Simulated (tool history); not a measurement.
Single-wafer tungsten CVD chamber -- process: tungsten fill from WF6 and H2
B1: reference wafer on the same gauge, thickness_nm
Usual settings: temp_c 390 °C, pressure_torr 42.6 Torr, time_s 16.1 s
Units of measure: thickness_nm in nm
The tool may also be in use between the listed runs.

run 1 hour=0.0 | temp_c=390 pressure_torr=42.6 time_s=16.1 | B1=41.209 | thickness_nm=51.012
run 2 hour=14.1 | temp_c=390 pressure_torr=42.6 time_s=16.1 | B1=41.199 | thickness_nm=51.105
run 3 hour=26.0 | temp_c=390 pressure_torr=42.6 time_s=17.0 | B1=41.202 | thickness_nm=53.505
run 4 hour=40.1 | temp_c=390 pressure_torr=42.6 time_s=17.0 | B1=41.212 | thickness_nm=53.253
run 5 hour=52.1 | temp_c=390 pressure_torr=42.6 time_s=17.0 | B1=41.207 | thickness_nm=53.942
run 6 hour=62.2 | temp_c=390 pressure_torr=42.6 time_s=16.1 | B1=41.193 | thickness_nm=51.088
run 7 hour=75.7 | temp_c=390 pressure_torr=42.6 time_s=16.1 | B1=41.188 | thickness_nm=51.194
-- hour=97.3 thermocouple changed; heater temperature recalibrated
run 8 hour=97.8 | temp_c=395 pressure_torr=42.6 time_s=14.1 | B1=41.202 | thickness_nm=43.983
run 9 hour=106.8 | temp_c=395 pressure_torr=42.6 time_s=14.1 | B1=41.207 | thickness_nm=43.700
run 10 hour=114.3 | temp_c=390 pressure_torr=42.6 time_s=16.1 | B1=41.217 | thickness_nm=45.793
-- hour=129.7 capacitance manometer re-zeroed and calibrated
run 11 hour=130.2 | temp_c=390 pressure_torr=38.7 time_s=13.1 | B1=41.170 | thickness_nm=35.944
run 12 hour=132.0 | temp_c=390 pressure_torr=42.6 time_s=16.1 | B1=41.162 | thickness_nm=45.974
run 13 hour=138.1 | temp_c=385 pressure_torr=42.6 time_s=14.8 | B1=41.200 | thickness_nm=38.792
run 14 hour=153.7 | temp_c=382 pressure_torr=42.6 time_s=17.1 | B1=41.218 | thickness_nm=42.637
-- hour=157.1 gauge calibrated
-- hour=162.1 showerhead replaced
run 15 hour=162.6 | temp_c=400 pressure_torr=46.1 time_s=16.1 | B1=41.210 | thickness_nm=56.010
run 16 hour=168.4 | temp_c=398 pressure_torr=46.2 time_s=16.1 | B1=41.204 | thickness_nm=54.583
run 17 hour=186.2 | temp_c=402 pressure_torr=36.5 time_s=17.8 | B1=41.210 | thickness_nm=58.217
run 18 hour=199.5 | temp_c=390 pressure_torr=42.6 time_s=16.1 | B1=41.203 | thickness_nm=46.018
run 19 hour=206.3 | temp_c=390 pressure_torr=42.6 time_s=13.5 | B1=41.206 | thickness_nm=38.701
run 20 hour=219.8 | temp_c=397 pressure_torr=50.3 time_s=17.9 | B1=41.191 | thickness_nm=61.772
run 21 hour=229.1 | temp_c=399 pressure_torr=49.6 time_s=15.0 | B1=41.205 | thickness_nm=53.449

Branching from run 21: 4 alternative next runs. What would each branch give?
run A hour=229.5 | temp_c=390 pressure_torr=42.6 time_s=18.9 | B1=? | thickness_nm=?
run B hour=229.5 | temp_c=403 pressure_torr=42.6 time_s=16.1 | B1=? | thickness_nm=?
run C hour=229.5 | temp_c=390 pressure_torr=42.6 time_s=14.1 | B1=? | thickness_nm=?
run D hour=229.5 | temp_c=397 pressure_torr=42.6 time_s=19.2 | B1=? | thickness_nm=?

run=A B1=41.200 thickness_nm=54.137
run=B B1=41.200 thickness_nm=56.996
run=C B1=41.200 thickness_nm=40.336
run=D B1=41.200 thickness_nm=61.778
With no hidden state in the tool, these same runs would have given:
run=A thickness_nm=53.124
run=B thickness_nm=56.001
run=C thickness_nm=39.581
run=D thickness_nm=60.643
